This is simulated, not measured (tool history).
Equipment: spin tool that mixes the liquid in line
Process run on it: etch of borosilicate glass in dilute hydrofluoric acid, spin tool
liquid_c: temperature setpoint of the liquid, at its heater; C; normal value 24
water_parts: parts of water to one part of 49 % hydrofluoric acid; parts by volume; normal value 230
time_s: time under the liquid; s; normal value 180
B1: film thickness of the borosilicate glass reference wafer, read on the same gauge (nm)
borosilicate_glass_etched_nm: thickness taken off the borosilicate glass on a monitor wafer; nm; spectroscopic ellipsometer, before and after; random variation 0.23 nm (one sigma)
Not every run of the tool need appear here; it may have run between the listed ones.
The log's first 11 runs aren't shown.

At day 11.5: gauge calibrated.
Run 12, day 12.021: usual settings; B1 129.99. Result: borosilicate_glass_etched_nm 23.59 nm.
Run 13, day 12.921: usual settings; B1 130. Result: borosilicate_glass_etched_nm 23.46 nm.
Run 14, day 13.783: usual settings; B1 130.06. Result: borosilicate_glass_etched_nm 23.51 nm.
Run 15, day 14.308: usual settings but time_s 110 s; B1 130. Result: borosilicate_glass_etched_nm 14.21 nm.
Run 16, day 15.679: usual settings but liquid_c 19.5 C, water_parts 130 parts by volume, time_s 110 s; B1 130.01. Result: borosilicate_glass_etched_nm 23.83 nm.
Run 17, day 16.892: usual settings but liquid_c 20 C, water_parts 305 parts by volume, time_s 265 s; B1 129.99. Result: borosilicate_glass_etched_nm 21.36 nm.
Run 18, day 17.542: usual settings; B1 129.98. Result: borosilicate_glass_etched_nm 23.65 nm.
At day 18.288: thermometer replaced.
Run 19, day 18.342: usual settings but liquid_c 25.5 C, time_s 150 s; B1 130.01. Result: borosilicate_glass_etched_nm 20.22 nm.
Run 20, day 19.758: usual settings but water_parts 125 parts by volume; B1 130.02. Result: borosilicate_glass_etched_nm 48.53 nm.
Run 21, day 20.546: usual settings; B1 129.98. Result: borosilicate_glass_etched_nm 23.42 nm.
Run 22, day 21.742: usual settings but liquid_c 19.5 C, water_parts 130 parts by volume, time_s 110 s; B1 130. Result: borosilicate_glass_etched_nm 23.69 nm.
Run 23, day 23.1: usual settings but liquid_c 26 C, water_parts 170 parts by volume, time_s 210 s; B1 129.99. Result: borosilicate_glass_etched_nm 42.59 nm.
Run 24, day 23.621: usual settings but time_s 120 s; B1 130.01. Result: borosilicate_glass_etched_nm 15.67 nm.

Forecast run 25:
Run 25, day 24.683: usual settings but liquid_c 20 C, water_parts 130 parts by volume; B1 ?. Result: borosilicate_glass_etched_nm ?.

B1: 130.06
borosilicate_glass_etched_nm: 39.31 nm
With the hidden condition absent and the run-to-run variation left alone, this run would have shown borosilicate_glass_etched_nm 39.31 nm.

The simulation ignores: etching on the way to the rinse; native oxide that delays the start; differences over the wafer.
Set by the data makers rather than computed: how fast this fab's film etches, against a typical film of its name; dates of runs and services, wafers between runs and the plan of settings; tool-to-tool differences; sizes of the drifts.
